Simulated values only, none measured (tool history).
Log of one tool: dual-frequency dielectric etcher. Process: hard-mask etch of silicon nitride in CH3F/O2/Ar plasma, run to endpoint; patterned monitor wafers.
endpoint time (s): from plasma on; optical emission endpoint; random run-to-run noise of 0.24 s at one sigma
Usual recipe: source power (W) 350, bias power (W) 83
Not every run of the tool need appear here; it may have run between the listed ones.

run     day  source power (W)  bias power (W)  wafers since the last listed run  hours since the last wet clean  hours since the last source power generator calibration  hours since the last bias power generator calibration  hours since the last upper electrode change  incoming incoming film thickness, nm  endpoint time (s)
  1       0               280              83                                 0                           459.3                                                     2214                                                 1724.3                                       1913.2                                 49.41               85.4
  2   1.938               350              83                               611                           505.8                                                   2260.5                                                 1770.8                                       1959.7                                 49.46               79.9
      4.646  -- wet clean of the chamber
  3   4.667               350              83                               546                             0.5                                                     2326                                                 1836.3                                       2025.2                                 49.32               81.9
  4   4.983               420              83                               100                             8.1                                                   2333.6                                                 1843.9                                       2032.8                                 48.89               76.9
  5   7.158               420              83                               686                            60.3                                                   2385.8                                                 1896.1                                         2085                                 49.42               77.5
  6   8.562               420              83                               443                              94                                                   2419.5                                                 1929.8                                       2118.7                                 49.32               77.3
  7  10.808               350              70                               709                           147.9                                                   2473.4                                                 1983.7                                       2172.6                                 49.24               85.7
  8  12.717               350              83                               602                           193.7                                                   2519.2                                                 2029.5                                       2218.4                                 49.46               81.4
  9  15.154               350              83                               769                           252.2                                                   2577.7                                                   2088                                       2276.9                                 48.68               79.8
     22.429  -- source power generator calibrated
 10   22.45               380              83                              2251                           427.3                                                      0.5                                                 2263.1                                         2452                                 48.74               76.1
     26.292  -- wet clean of the chamber
 11  27.442               380              83                              1260                            27.6                                                    120.3                                                 2382.9                                       2571.8                                 48.73               78.4
 12  29.479               380              83                               643                            76.5                                                    169.2                                                 2431.8                                       2620.7                                 49.44               79.3
 13  31.342               320              83                               588                           121.2                                                    213.9                                                 2476.5                                       2665.4                                 49.34               83.6
     33.483  -- upper electrode replaced
 14  33.642               350              83                               410                           176.4                                                    269.1                                                 2531.7                                          3.8                                 49.94               81.9

Run 15 has not been measured yet. What should we expect?
 15  36.325               350              83                               847                           240.8                                                    333.5                                                 2596.1                                         68.2                                 48.79                  ?

Logged for run 15: endpoint time (s) 79.2.
Had the tool carried no hidden state, the very same run would have given endpoint time (s) 79.7.

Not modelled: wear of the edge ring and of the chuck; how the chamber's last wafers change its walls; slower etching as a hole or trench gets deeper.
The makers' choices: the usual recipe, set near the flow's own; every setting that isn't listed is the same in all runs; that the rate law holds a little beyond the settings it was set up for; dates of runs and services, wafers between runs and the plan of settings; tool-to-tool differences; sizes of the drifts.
